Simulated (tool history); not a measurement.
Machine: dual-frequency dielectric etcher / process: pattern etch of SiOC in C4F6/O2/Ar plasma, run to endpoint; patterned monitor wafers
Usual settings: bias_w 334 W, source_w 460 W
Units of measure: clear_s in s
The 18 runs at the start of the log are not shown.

run    hour  bias_w  source_w  incoming incoming film thickness, nm  clear_s
 19  1365.7     394       490                                 32.19     11.8
     1446.7  -- wet clean of the chamber
 20    1448     334       570                                 31.98       11
 21  1509.5     360       390                                 31.95     13.4
 22  1570.1     334       460                                 32.03     12.7
 23  1676.9     372       400                                 32.18     13.5
 24  1723.4     363       460                                 32.42     12.5
 25    1766     410       460                                 32.23       12
 26  1835.4     334       560                                 31.96     11.4
     1854.8  -- bias power generator calibrated
     1989.6  -- wet clean of the chamber
 27  2037.6     282       530                                 32.03     12.4
 28  2111.7     283       420                                 31.85     14.1
 29  2190.1     283       570                                 31.94     11.9
 30  2266.8     275       520                                 32.16     12.8
 31  2354.7     334       460                                 31.97     12.9
 32  2423.6     297       360                                 32.19     15.9
     2502.7  -- wet clean of the chamber
 33  2521.2     334       360                                 32.12     14.7
 34  2588.5     286       570                                 31.94     11.7
 35  2652.7     303       570                                 31.86     11.5
 36  2697.9     283       570                                 31.94     11.9

Below are 3 alternative next runs, each starting from the tool's condition after run 36. Predict each:
  A  2698.3     334       460                                 32.27        ?
  B  2698.3     279       460                                 32.27        ?
  C  2698.3     398       500                                 32.27        ?

run  clear_s
  A     12.8
  B     13.7
  C     11.4
With no hidden state in the tool, these same runs would have given:
run  clear_s
  A     12.6
  B     13.5
  C     11.2
